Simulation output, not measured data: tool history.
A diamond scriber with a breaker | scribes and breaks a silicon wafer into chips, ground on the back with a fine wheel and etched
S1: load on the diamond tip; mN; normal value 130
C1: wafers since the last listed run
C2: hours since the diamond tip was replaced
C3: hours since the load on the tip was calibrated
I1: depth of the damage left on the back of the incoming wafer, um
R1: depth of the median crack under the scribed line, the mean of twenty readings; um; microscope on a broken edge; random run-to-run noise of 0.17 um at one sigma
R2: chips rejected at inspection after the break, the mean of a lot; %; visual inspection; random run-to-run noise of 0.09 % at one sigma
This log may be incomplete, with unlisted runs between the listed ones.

run 1 hour=0.0 | S1=130 | C1=0 C2=229.6 C3=1317.6 | I1=0.64 | R1=7.85 R2=5.43
run 2 hour=53.0 | S1=130 | C1=203 C2=282.6 C3=1370.6 | I1=0.54 | R1=7.37 R2=6.30
run 3 hour=109.4 | S1=130 | C1=216 C2=339.0 C3=1427.0 | I1=0.78 | R1=7.38 R2=7.39
run 4 hour=166.6 | S1=130 | C1=219 C2=396.2 C3=1484.2 | I1=0.50 | R1=7.35 R2=8.30
run 5 hour=202.9 | S1=130 | C1=139 C2=432.5 C3=1520.5 | I1=0.66 | R1=7.28 R2=7.54
run 6 hour=249.3 | S1=130 | C1=178 C2=478.9 C3=1566.9 | I1=0.31 | R1=7.17 R2=9.67
run 7 hour=282.8 | S1=130 | C1=128 C2=512.4 C3=1600.4 | I1=0.46 | R1=7.44 R2=8.54
run 8 hour=318.6 | S1=152 | C1=137 C2=548.2 C3=1636.2 | I1=0.72 | R1=7.79 R2=4.62
run 9 hour=386.5 | S1=152 | C1=260 C2=616.1 C3=1704.1 | I1=0.66 | R1=7.68 R2=5.32
run 10 hour=446.2 | S1=130 | C1=229 C2=675.8 C3=1763.8 | I1=0.66 | R1=7.43 R2=9.36
-- hour=462.6 load on the tip recalibrated
-- hour=500.6 diamond tip replaced by a new one
run 11 hour=514.7 | S1=168 | C1=247 C2=14.1 C3=52.1 | I1=0.57 | R1=10.27 R2=1.87
run 12 hour=599.9 | S1=145 | C1=327 C2=99.3 C3=137.3 | I1=0.60 | R1=8.96 R2=1.25
run 13 hour=750.8 | S1=130 | C1=580 C2=250.2 C3=288.2 | I1=0.36 | R1=8.29 R2=3.52
run 14 hour=811.4 | S1=144 | C1=232 C2=310.8 C3=348.8 | I1=0.40 | R1=8.01 R2=2.64
run 15 hour=864.5 | S1=113 | C1=204 C2=363.9 C3=401.9 | I1=0.50 | R1=7.77 R2=7.59
run 16 hour=893.7 | S1=103 | C1=112 C2=393.1 C3=431.1 | I1=0.57 | R1=6.93 R2=9.14
run 17 hour=949.5 | S1=98 | C1=214 C2=448.9 C3=486.9 | I1=0.37 | R1=6.90 R2=10.60
run 18 hour=1006.4 | S1=130 | C1=218 C2=505.8 C3=543.8 | I1=0.60 | R1=7.70 R2=5.28

Run 19 comes next. What will it give?
-- hour=1081.9 diamond tip replaced by a new one
run 19 hour=1084.4 | S1=143 | C1=292 C2=2.5 C3=621.8 | I1=0.73 | R1=? R2=?

For run 19 the tool returned R1 9.48 um, R2 1.19 %.
Were there no unlogged condition in the tool, this run, its random variation unchanged, would have produced R1 9.74 um, R2 1.35 %.
